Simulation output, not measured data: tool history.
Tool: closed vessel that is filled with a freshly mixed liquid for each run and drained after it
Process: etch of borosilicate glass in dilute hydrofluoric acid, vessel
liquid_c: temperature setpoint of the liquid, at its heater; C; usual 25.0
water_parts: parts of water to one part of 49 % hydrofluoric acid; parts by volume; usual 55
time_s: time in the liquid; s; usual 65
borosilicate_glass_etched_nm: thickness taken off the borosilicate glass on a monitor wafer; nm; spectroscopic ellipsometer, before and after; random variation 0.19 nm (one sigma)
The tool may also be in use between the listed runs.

run    hour  liquid_c  water_parts  time_s  wafers since the last listed run  hours since the thermometer was replaced  hours since the hydrofluoric acid flow meter was replaced  hours since the gauge calibration  read-back film thickness of the borosilicate glass reference wafer, read on the same gauge (nm)  borosilicate_glass_etched_nm
  1     0.0      25.0           55      65                                 0                                    2334.5                                                      204.1                              400.3                                                                                            50.02                         26.18
  2    44.3      25.0           55      65                              6428                                    2378.8                                                      248.4                              444.6                                                                                            50.01                         26.33
  3   114.9      23.5           55      65                             10244                                    2449.4                                                      319.0                              515.2                                                                                            50.02                         24.70
  4   171.4      25.0           55      65                              8198                                    2505.9                                                      375.5                              571.7                                                                                            49.99                         26.29
  5   202.6      25.0           35      65                              4527                                    2537.1                                                      406.7                              602.9                                                                                            49.99                         42.54
  6   227.0      25.0           55      35                              3540                                    2561.5                                                      431.1                              627.3                                                                                            49.99                         14.21
  7   253.3      25.0           55      35                              3816                                    2587.8                                                      457.4                              653.6                                                                                            50.01                         14.11
  8   304.6      25.0           55      35                              7444                                    2639.1                                                      508.7                              704.9                                                                                            49.99                         13.95
  9   374.1      25.0           55      65                             10085                                    2708.6                                                      578.2                              774.4                                                                                            50.00                         26.14
      433.8  -- hydrofluoric acid flow meter replaced
 10   445.2      25.0           55      65                             10172                                    2779.7                                                       11.4                              845.5                                                                                            49.98                         26.12
 11   589.6      25.0           55      65                             20954                                    2924.1                                                      155.8                              989.9                                                                                            50.00                         26.07
      611.7  -- thermometer replaced
 12   645.3      25.0           55      65                              7937                                      33.6                                                      211.5                             1045.6                                                                                            50.00                         28.33
 13   681.6      25.0           55      65                              5267                                      69.9                                                      247.8                             1081.9                                                                                            50.00                         28.05
 14   861.3      25.0           55      65                             26076                                     249.6                                                      427.5                             1261.6                                                                                            50.00                         28.17
 15   932.7      29.5           55     100                             10360                                     321.0                                                      498.9                             1333.0                                                                                            50.00                         51.87
 16   964.5      25.0           55      85                              4614                                     352.8                                                      530.7                             1364.8                                                                                            50.00                         36.60
 17  1003.2      22.5           85      65                              5615                                     391.5                                                      569.4                             1403.5                                                                                            50.00                         15.78
 18  1079.8      21.5           75      85                             11115                                     468.1                                                      646.0                             1480.1                                                                                            49.99                         22.71
     1151.2  -- hydrofluoric acid flow meter replaced
     1172.9  -- gauge calibrated
 19  1211.9      25.0           55      35                             19024                                     600.2                                                       60.7                               39.0                                                                                            49.99                         15.20
 20  1252.3      25.0           55      65                              5862                                     640.6                                                      101.1                               79.4                                                                                            50.01                         27.79
 21  1302.6      25.0           55      30                              7299                                     690.9                                                      151.4                              129.7                                                                                            49.98                         12.84
 22  1336.1      28.0           30      65                              4861                                     724.4                                                      184.9                              163.2                                                                                            50.01                         59.92

Run 23 comes next. What will it give?
 23  1373.7      30.0           85      50                              5456                                     762.0                                                      222.5                              200.8                                                                                                ?                             ?

Run 23 gave read-back film thickness of the borosilicate glass reference wafer, read on the same gauge (nm) 50.01, borosilicate_glass_etched_nm 16.08 nm.
Without the tool's hidden state the same run would have given borosilicate_glass_etched_nm 16.52 nm.
